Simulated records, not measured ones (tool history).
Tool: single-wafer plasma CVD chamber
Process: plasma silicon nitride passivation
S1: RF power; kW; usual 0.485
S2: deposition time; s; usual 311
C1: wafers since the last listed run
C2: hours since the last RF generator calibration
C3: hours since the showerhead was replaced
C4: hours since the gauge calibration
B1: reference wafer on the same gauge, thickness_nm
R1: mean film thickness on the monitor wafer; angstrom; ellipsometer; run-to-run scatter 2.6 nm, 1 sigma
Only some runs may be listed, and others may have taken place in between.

{"run": 1, "hour": 0.0, "S1": 0.485, "S2": 311, "C1": 0, "C2": 964.9, "C3": 4354.6, "C4": 494.6, "B1": 432.882, "R1": 4465.28}
{"run": 2, "hour": 71.3, "S1": 0.485, "S2": 311, "C1": 518, "C2": 1036.2, "C3": 4425.9, "C4": 565.9, "B1": 431.396, "R1": 4452.29}
{"run": 3, "hour": 136.1, "S1": 0.485, "S2": 311, "C1": 471, "C2": 1101.0, "C3": 4490.7, "C4": 630.7, "B1": 431.224, "R1": 4460.69}
{"run": 4, "hour": 174.7, "S1": 0.485, "S2": 311, "C1": 280, "C2": 1139.6, "C3": 4529.3, "C4": 669.3, "B1": 431.332, "R1": 4434.99}
{"run": 5, "hour": 214.0, "S1": 0.485, "S2": 311, "C1": 285, "C2": 1178.9, "C3": 4568.6, "C4": 708.6, "B1": 430.834, "R1": 4438.26}
{"run": 6, "hour": 240.1, "S1": 0.485, "S2": 311, "C1": 189, "C2": 1205.0, "C3": 4594.7, "C4": 734.7, "B1": 432.303, "R1": 4434.54}
{"run": 7, "hour": 300.0, "S1": 0.485, "S2": 311, "C1": 435, "C2": 1264.9, "C3": 4654.6, "C4": 794.6, "B1": 431.035, "R1": 4409.26}
{"run": 8, "hour": 331.4, "S1": 0.485, "S2": 311, "C1": 228, "C2": 1296.3, "C3": 4686.0, "C4": 826.0, "B1": 432.054, "R1": 4451.66}
{"run": 9, "hour": 398.3, "S1": 0.485, "S2": 311, "C1": 486, "C2": 1363.2, "C3": 4752.9, "C4": 892.9, "B1": 432.147, "R1": 4374.36}
{"run": 10, "hour": 434.4, "S1": 0.485, "S2": 311, "C1": 262, "C2": 1399.3, "C3": 4789.0, "C4": 929.0, "B1": 431.858, "R1": 4372.91}
{"run": 11, "hour": 487.2, "S1": 0.485, "S2": 311, "C1": 383, "C2": 1452.1, "C3": 4841.8, "C4": 981.8, "B1": 431.177, "R1": 4401.71}
{"run": 12, "hour": 534.9, "S1": 0.485, "S2": 311, "C1": 346, "C2": 1499.8, "C3": 4889.5, "C4": 1029.5, "B1": 431.746, "R1": 4403.14}
{"run": 13, "hour": 583.2, "S1": 0.485, "S2": 311, "C1": 351, "C2": 1548.1, "C3": 4937.8, "C4": 1077.8, "B1": 433.079, "R1": 4382.21}
{"run": 14, "hour": 653.2, "S1": 0.485, "S2": 311, "C1": 508, "C2": 1618.1, "C3": 5007.8, "C4": 1147.8, "B1": 432.067, "R1": 4383.7}
{"run": 15, "hour": 685.9, "S1": 0.55, "S2": 360, "C1": 237, "C2": 1650.8, "C3": 5040.5, "C4": 1180.5, "B1": 431.807, "R1": 5364.2}
{"run": 16, "hour": 751.3, "S1": 0.55, "S2": 360, "C1": 475, "C2": 1716.2, "C3": 5105.9, "C4": 1245.9, "B1": 432.527, "R1": 5402.57}
{"run": 17, "hour": 810.9, "S1": 0.485, "S2": 311, "C1": 433, "C2": 1775.8, "C3": 5165.5, "C4": 1305.5, "B1": 432.622, "R1": 4337.1}
{"run": 18, "hour": 863.4, "S1": 0.485, "S2": 311, "C1": 381, "C2": 1828.3, "C3": 5218.0, "C4": 1358.0, "B1": 430.745, "R1": 4346.15}
{"run": 19, "hour": 897.4, "S1": 0.485, "S2": 311, "C1": 247, "C2": 1862.3, "C3": 5252.0, "C4": 1392.0, "B1": 431.607, "R1": 4347.23}
{"run": 20, "hour": 958.2, "S1": 0.485, "S2": 311, "C1": 442, "C2": 1923.1, "C3": 5312.8, "C4": 1452.8, "B1": 431.623, "R1": 4386.54}
{"hour": 1007.4, "done": "gauge calibrated"}
{"run": 21, "hour": 1010.1, "S1": 0.53, "S2": 286, "C1": 377, "C2": 1975.0, "C3": 5364.7, "C4": 2.7, "B1": 430.881, "R1": 4240.03}
{"run": 22, "hour": 1048.1, "S1": 0.57, "S2": 311, "C1": 276, "C2": 2013.0, "C3": 5402.7, "C4": 40.7, "B1": 432.493, "R1": 4719.77}
{"hour": 1067.6, "done": "RF generator calibrated"}
{"run": 23, "hour": 1099.4, "S1": 0.46, "S2": 270, "C1": 314, "C2": 31.8, "C3": 5454.0, "C4": 92.0, "B1": 432.295, "R1": 3797.49}
{"run": 24, "hour": 1126.4, "S1": 0.485, "S2": 351, "C1": 196, "C2": 58.8, "C3": 5481.0, "C4": 119.0, "B1": 431.889, "R1": 5047.51}
{"run": 25, "hour": 1191.5, "S1": 0.485, "S2": 311, "C1": 473, "C2": 123.9, "C3": 5546.1, "C4": 184.1, "B1": 433.141, "R1": 4495.26}
{"run": 26, "hour": 1230.6, "S1": 0.485, "S2": 311, "C1": 284, "C2": 163.0, "C3": 5585.2, "C4": 223.2, "B1": 431.548, "R1": 4507.92}
{"run": 27, "hour": 1270.6, "S1": 0.56, "S2": 345, "C1": 290, "C2": 203.0, "C3": 5625.2, "C4": 263.2, "B1": 432.106, "R1": 5330.42}
{"run": 28, "hour": 1387.6, "S1": 0.55, "S2": 365, "C1": 850, "C2": 320.0, "C3": 5742.2, "C4": 380.2, "B1": 432.098, "R1": 5634.38}
{"hour": 1423.6, "done": "showerhead replaced"}
{"run": 29, "hour": 1456.6, "S1": 0.555, "S2": 311, "C1": 443, "C2": 389.0, "C3": 33.0, "C4": 449.2, "B1": 431.687, "R1": 4809.71}
{"run": 30, "hour": 1494.2, "S1": 0.39, "S2": 350, "C1": 273, "C2": 426.6, "C3": 70.6, "C4": 486.8, "B1": 431.643, "R1": 4475.2}
{"run": 31, "hour": 1520.6, "S1": 0.485, "S2": 311, "C1": 191, "C2": 453.0, "C3": 97.0, "C4": 513.2, "B1": 431.679, "R1": 4517.53}
{"run": 32, "hour": 1576.4, "S1": 0.56, "S2": 311, "C1": 405, "C2": 508.8, "C3": 152.8, "C4": 569.0, "B1": 432.293, "R1": 4759.15}
{"run": 33, "hour": 1644.6, "S1": 0.515, "S2": 265, "C1": 495, "C2": 577.0, "C3": 221.0, "C4": 637.2, "B1": 431.943, "R1": 3925.12}
{"run": 34, "hour": 1687.4, "S1": 0.525, "S2": 311, "C1": 311, "C2": 619.8, "C3": 263.8, "C4": 680.0, "B1": 432.215, "R1": 4688.13}
{"run": 35, "hour": 1726.5, "S1": 0.415, "S2": 352, "C1": 284, "C2": 658.9, "C3": 302.9, "C4": 719.1, "B1": 431.903, "R1": 4655.56}
{"run": 36, "hour": 1752.3, "S1": 0.485, "S2": 311, "C1": 187, "C2": 684.7, "C3": 328.7, "C4": 744.9, "B1": 431.52, "R1": 4494.41}
{"run": 37, "hour": 1806.3, "S1": 0.485, "S2": 311, "C1": 392, "C2": 738.7, "C3": 382.7, "C4": 798.9, "B1": 432.047, "R1": 4494.35}

Hidden state or all else? Some run-to-run changes of R1, split into what the settings, what came in and random variation would give without the hidden state, and what is left for the hidden state (with any gauge scatter that isn't in both results):
Hidden state present: delivered RF power above the setpoint (%); gauge reads high (%).
Run 14 -> 15: S1 0.485 -> 0.550, S2 311 -> 360. R1 +980.50 angstrom: hidden state -37.41, all else +1017.91.
Run 16 -> 17: S1 0.550 -> 0.485, S2 360 -> 311. R1 -1065.47 angstrom: hidden state +33.77, all else -1099.24.
Run 22 -> 23: S1 0.570 -> 0.460, S2 311 -> 270, RF generator calibrated. R1 -922.28 angstrom: hidden state +186.01, all else -1108.29.
Run 23 -> 24: S1 0.460 -> 0.485, S2 270 -> 351. R1 +1250.02 angstrom: hidden state -7.26, all else +1257.28.
